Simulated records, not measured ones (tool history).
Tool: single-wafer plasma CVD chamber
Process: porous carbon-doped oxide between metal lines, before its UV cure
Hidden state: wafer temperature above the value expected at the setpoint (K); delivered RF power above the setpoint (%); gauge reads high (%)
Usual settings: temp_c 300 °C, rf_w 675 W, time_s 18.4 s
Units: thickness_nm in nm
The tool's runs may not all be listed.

run	day	temp_c	rf_w	time_s	wafers since the last listed run	hours since the last thermocouple change	hours since the last RF generator calibration	hours since the showerhead was replaced	hours since the gauge calibration	read-back reference wafer on the same gauge, thickness_nm	thickness_nm
1	0.000	300	675	18.4	0	1251.6	111.2	1734.9	581.1	121.998	116.387
2	1.538	300	675	18.4	894	1288.5	148.1	1771.8	618.0	122.056	116.377
3	4.167	300	675	18.4	1528	1351.6	211.2	1834.9	681.1	121.956	116.530
4	7.012	294	630	18.4	1654	1419.9	279.5	1903.2	749.4	122.085	115.746
5	9.717	294	630	18.4	1572	1484.8	344.4	1968.1	814.3	121.934	115.597
6	12.725	294	630	18.4	1749	1557.0	416.6	2040.3	886.5	121.960	114.974
7	14.838	300	635	18.4	1228	1607.7	467.3	2091.0	937.2	121.889	111.979
8	19.129	306	675	18.4	2495	1710.7	570.3	2194.0	1040.2	121.993	112.871
9	21.121	300	675	18.4	1158	1758.5	618.1	2241.8	1088.0	122.218	115.585
# day 24.196: gauge calibrated
10	24.992	300	675	19.5	2250	1851.4	711.0	2334.7	19.1	121.943	121.271
11	27.975	300	675	19.5	1734	1923.0	782.6	2406.3	90.7	121.986	121.615
12	31.367	300	675	19.5	1972	2004.4	864.0	2487.7	172.1	121.848	121.270
# day 34.312: RF generator calibrated
13	34.767	300	675	16.4	1783	2086.0	10.9	2569.3	253.7	122.049	105.113
14	36.296	300	675	16.4	889	2122.7	47.6	2606.0	290.4	122.020	104.943
15	38.888	300	675	17.5	1507	2184.9	109.8	2668.2	352.6	121.988	112.342
# day 41.012: showerhead replaced
16	43.246	300	675	17.5	2340	2289.5	214.4	53.6	457.2	122.252	111.709
17	47.342	312	745	16.5	2381	2387.8	312.7	151.9	555.5	122.113	104.552
18	49.150	300	675	18.4	1051	2431.2	356.1	195.3	598.9	121.897	117.614
19	51.867	300	675	20.9	1579	2496.4	421.3	260.5	664.1	122.056	133.050
20	54.454	289	740	15.9	1504	2558.5	483.4	322.6	726.2	122.045	113.226
# day 56.967: thermocouple changed; heater temperature recalibrated
21	57.858	313	795	16.8	1785	21.4	565.1	404.3	807.9	121.945	107.634
22	62.217	300	675	18.4	2534	126.0	669.7	508.9	912.5	122.016	114.546
23	64.417	300	675	15.9	1279	178.8	722.5	561.7	965.3	122.015	98.948
# day 67.804: gauge calibrated
24	68.554	313	795	16.8	2405	278.1	821.8	661.0	18.0	121.852	107.534
25	70.383	300	675	18.4	1063	322.0	865.7	704.9	61.9	121.941	113.609
26	72.912	300	675	18.4	1470	382.7	926.4	765.6	122.6	121.826	113.902
# day 74.275: RF generator calibrated
27	76.292	291	785	16.1	1771	463.8	48.4	846.7	203.7	122.153	117.333
28	78.533	300	675	18.4	1303	517.6	102.2	900.5	257.5	122.093	116.599
29	81.788	300	560	18.4	1892	595.7	180.3	978.6	335.6	122.076	105.110
30	86.112	300	675	19.5	2514	699.5	284.1	1082.4	439.4	121.965	123.210
31	87.962	313	565	20.9	1075	743.9	328.5	1126.8	483.8	121.804	111.282
32	91.417	300	545	18.4	2008	826.8	411.4	1209.7	566.7	122.110	103.076
33	95.038	300	755	18.4	2105	913.7	498.3	1296.6	653.6	122.063	123.668

Hidden state at the last listed run before each entry between runs and at the first one after, where it differs:
Between runs 9 and 10: gauge calibrated (day 24.196)
  wafer temperature above the value expected at the setpoint (K): -1.98 -> -2.1; delivered RF power above the setpoint (%): -2.93 -> -3.44
  measured less the result without the state, thickness_nm: -0.691 -> -1.015 nm
Between runs 12 and 13: RF generator calibrated (day 34.312)
  wafer temperature above the value expected at the setpoint (K): -2.28 -> -2.38; delivered RF power above the setpoint (%): -4.44 -> -0.467
  measured less the result without the state, thickness_nm: -1.613 -> +1.078 nm
Between runs 15 and 16: showerhead replaced (day 41.012)
  wafer temperature above the value expected at the setpoint (K): -2.49 -> -2.62; delivered RF power above the setpoint (%): -0.517 -> -0.657
  measured less the result without the state, thickness_nm: +1.192 -> +1.172 nm
Between runs 20 and 21: thermocouple changed; heater temperature recalibrated (day 56.967)
  wafer temperature above the value expected at the setpoint (K): -2.94 -> 0.00743; delivered RF power above the setpoint (%): -1.44 -> -1.79
  measured less the result without the state, thickness_nm: +0.999 -> -1.109 nm
Between runs 23 and 24: gauge calibrated (day 67.804)
  wafer temperature above the value expected at the setpoint (K): -0.181 -> -0.3; delivered RF power above the setpoint (%): -2.63 -> -3.27
  measured less the result without the state, thickness_nm: -1.403 -> -1.874 nm
Between runs 26 and 27: RF generator calibrated (day 74.275)
  wafer temperature above the value expected at the setpoint (K): -0.425 -> -0.522; delivered RF power above the setpoint (%): -4.02 -> -0.238
  measured less the result without the state, thickness_nm: -2.404 -> +0.184 nm
